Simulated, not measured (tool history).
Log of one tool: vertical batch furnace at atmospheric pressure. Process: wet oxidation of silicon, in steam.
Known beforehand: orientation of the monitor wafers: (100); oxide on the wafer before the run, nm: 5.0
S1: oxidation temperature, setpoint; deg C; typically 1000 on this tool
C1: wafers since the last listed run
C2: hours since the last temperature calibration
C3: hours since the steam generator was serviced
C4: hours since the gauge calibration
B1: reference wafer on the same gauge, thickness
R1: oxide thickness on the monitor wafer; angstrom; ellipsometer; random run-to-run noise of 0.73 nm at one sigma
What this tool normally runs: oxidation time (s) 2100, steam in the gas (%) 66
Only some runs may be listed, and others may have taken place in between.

Run 1, day 0.000: usual settings but steam in the gas (%) 60; C1 0; C2 2394.4; C3 1833.0; C4 215.1; B1 184.90. Result: R1 1861.8 angstrom.
Run 2, day 0.354: usual settings but steam in the gas (%) 60; C1 154; C2 2402.9; C3 1841.5; C4 223.6; B1 185.28. Result: R1 1856.7 angstrom.
Run 3, day 0.721: usual settings but steam in the gas (%) 60; C1 159; C2 2411.7; C3 1850.3; C4 232.4; B1 185.03. Result: R1 1853.1 angstrom.
Run 4, day 1.292: usual settings; C1 248; C2 2425.4; C3 1864.0; C4 246.1; B1 185.01. Result: R1 2001.1 angstrom.
Run 5, day 1.904: usual settings; C1 266; C2 2440.1; C3 1878.7; C4 260.8; B1 184.74. Result: R1 1988.4 angstrom.
Run 6, day 2.633: usual settings; C1 317; C2 2457.6; C3 1896.2; C4 278.3; B1 185.12. Result: R1 1992.9 angstrom.
Run 7, day 3.342: usual settings; C1 308; C2 2474.6; C3 1913.2; C4 295.3; B1 184.97. Result: R1 2006.5 angstrom.
Run 8, day 3.700: usual settings; C1 156; C2 2483.2; C3 1921.8; C4 303.9; B1 185.42. Result: R1 2005.6 angstrom.
Run 9, day 4.025: usual settings but oxidation time (s) 1380, steam in the gas (%) 62; C1 141; C2 2491.0; C3 1929.6; C4 311.7; B1 184.88. Result: R1 1366.8 angstrom.
Run 10, day 4.692: usual settings; C1 290; C2 2507.0; C3 1945.6; C4 327.7; B1 185.15. Result: R1 1992.5 angstrom.
Run 11, day 5.400: usual settings; C1 308; C2 2524.0; C3 1962.6; C4 344.7; B1 184.89. Result: R1 1982.9 angstrom.
Run 12, day 6.117: usual settings; C1 312; C2 2541.2; C3 1979.8; C4 361.9; B1 184.82. Result: R1 1991.6 angstrom.
Run 13, day 6.433: usual settings but oxidation time (s) 2370; C1 137; C2 2548.8; C3 1987.4; C4 369.5; B1 184.84. Result: R1 2189.9 angstrom.
At day 7.521: steam generator serviced.
Run 14, day 7.542: usual settings but oxidation time (s) 2370; C1 47; C2 2575.4; C3 0.5; C4 396.1; B1 185.06. Result: R1 2285.5 angstrom.
Run 15, day 7.721: usual settings but oxidation time (s) 2370; C1 78; C2 2579.7; C3 4.8; C4 400.4; B1 184.94. Result: R1 2305.8 angstrom.
Run 16, day 8.954: usual settings but steam in the gas (%) 73; C1 537; C2 2609.3; C3 34.4; C4 430.0; B1 184.73. Result: R1 2255.8 angstrom.
Run 17, day 9.429: usual settings but steam in the gas (%) 73; C1 206; C2 2620.7; C3 45.8; C4 441.4; B1 185.15. Result: R1 2265.7 angstrom.
Run 18, day 10.029: usual settings; C1 261; C2 2635.1; C3 60.2; C4 455.8; B1 185.14. Result: R1 2087.0 angstrom.
Run 19, day 10.717: usual settings but oxidation time (s) 1230; C1 299; C2 2651.6; C3 76.7; C4 472.3; B1 185.08. Result: R1 1376.2 angstrom.
At day 11.825: thermocouples replaced and temperature profile calibrated.
Run 20, day 11.846: usual settings; C1 56; C2 0.5; C3 103.8; C4 499.4; B1 184.91. Result: R1 2087.3 angstrom.
Run 21, day 12.021: usual settings but oxidation time (s) 1140; C1 76; C2 4.7; C3 108.0; C4 503.6; B1 185.33. Result: R1 1282.0 angstrom.
Run 22, day 12.429: usual settings but S1 1013 deg C, oxidation time (s) 1800, steam in the gas (%) 58; C1 177; C2 14.5; C3 117.8; C4 513.4; B1 184.90. Result: R1 1882.8 angstrom.
Run 23, day 13.117: usual settings but oxidation time (s) 1590; C1 299; C2 31.0; C3 134.3; C4 529.9; B1 185.05. Result: R1 1684.3 angstrom.
Run 24, day 13.392: usual settings but S1 991 deg C; C1 119; C2 37.6; C3 140.9; C4 536.5; B1 185.11. Result: R1 1905.6 angstrom.
Run 25, day 13.992: usual settings but S1 1017 deg C, oxidation time (s) 1620, steam in the gas (%) 54; C1 261; C2 52.0; C3 155.3; C4 550.9; B1 185.09. Result: R1 1713.6 angstrom.
Run 26, day 14.638: usual settings but S1 1017 deg C, oxidation time (s) 1440, steam in the gas (%) 75; C1 281; C2 67.5; C3 170.8; C4 566.4; B1 185.07. Result: R1 1995.5 angstrom.
Run 27, day 15.075: usual settings but steam in the gas (%) 59; C1 190; C2 78.0; C3 181.3; C4 576.9; B1 185.13. Result: R1 1903.3 angstrom.
Run 28, day 15.658: usual settings but oxidation time (s) 2370; C1 254; C2 92.0; C3 195.3; C4 590.9; B1 185.01. Result: R1 2254.7 angstrom.
At day 16.188: gauge calibrated.
Run 29, day 16.300: usual settings but S1 976 deg C, oxidation time (s) 2610, steam in the gas (%) 70; C1 279; C2 107.4; C3 210.7; C4 2.7; B1 185.14. Result: R1 2043.9 angstrom.
Run 30, day 17.008: usual settings but S1 1012 deg C, oxidation time (s) 2670, steam in the gas (%) 58; C1 308; C2 124.4; C3 227.7; C4 19.7; B1 185.10. Result: R1 2468.3 angstrom.
Run 31, day 17.721: usual settings; C1 310; C2 141.5; C3 244.8; C4 36.8; B1 184.87. Result: R1 2055.1 angstrom.
Run 32, day 18.083: usual settings but S1 1018 deg C, oxidation time (s) 1590, steam in the gas (%) 54; C1 157; C2 150.2; C3 253.5; C4 45.5; B1 184.98. Result: R1 1682.8 angstrom.
Run 33, day 18.529: usual settings but oxidation time (s) 2370; C1 194; C2 160.9; C3 264.2; C4 56.2; B1 184.83. Result: R1 2243.9 angstrom.
Run 34, day 18.812: usual settings but S1 992 deg C, oxidation time (s) 3090; C1 123; C2 167.7; C3 271.0; C4 63.0; B1 185.05. Result: R1 2549.4 angstrom.
Run 35, day 19.512: usual settings; C1 304; C2 184.5; C3 287.8; C4 79.8; B1 184.84. Result: R1 2051.4 angstrom.
Run 36, day 19.796: usual settings but oxidation time (s) 2370; C1 123; C2 191.3; C3 294.6; C4 86.6; B1 185.09. Result: R1 2241.6 angstrom.
Run 37, day 20.304: usual settings but oxidation time (s) 1110, steam in the gas (%) 76; C1 221; C2 203.5; C3 306.8; C4 98.8; B1 184.85. Result: R1 1393.2 angstrom.

Give the tool's hidden conditions for every run:
true tube temperature minus thermocouple reading, K: 0, the same for each run
gauge reads high (%): 0, the same for each run
H1: steam share off its setpoint, % of the setpoint
run     H1
  1  -9.16
  2  -9.17
  3  -9.17
  4  -9.18
  5  -9.19
  6   -9.2
  7  -9.21
  8  -9.22
  9  -9.22
 10  -9.23
 11  -9.24
 12  -9.25
 13  -9.25
 14  -2.45
 15  -2.51
 16  -2.91
 17  -3.06
 18  -3.24
 19  -3.45
 20  -3.77
 21  -3.82
 22  -3.94
 23  -4.13
 24   -4.2
 25  -4.36
 26  -4.52
 27  -4.63
 28  -4.77
 29  -4.93
 30  -5.09
 31  -5.25
 32  -5.34
 33  -5.43
 34  -5.49
 35  -5.64
 36   -5.7
 37   -5.8
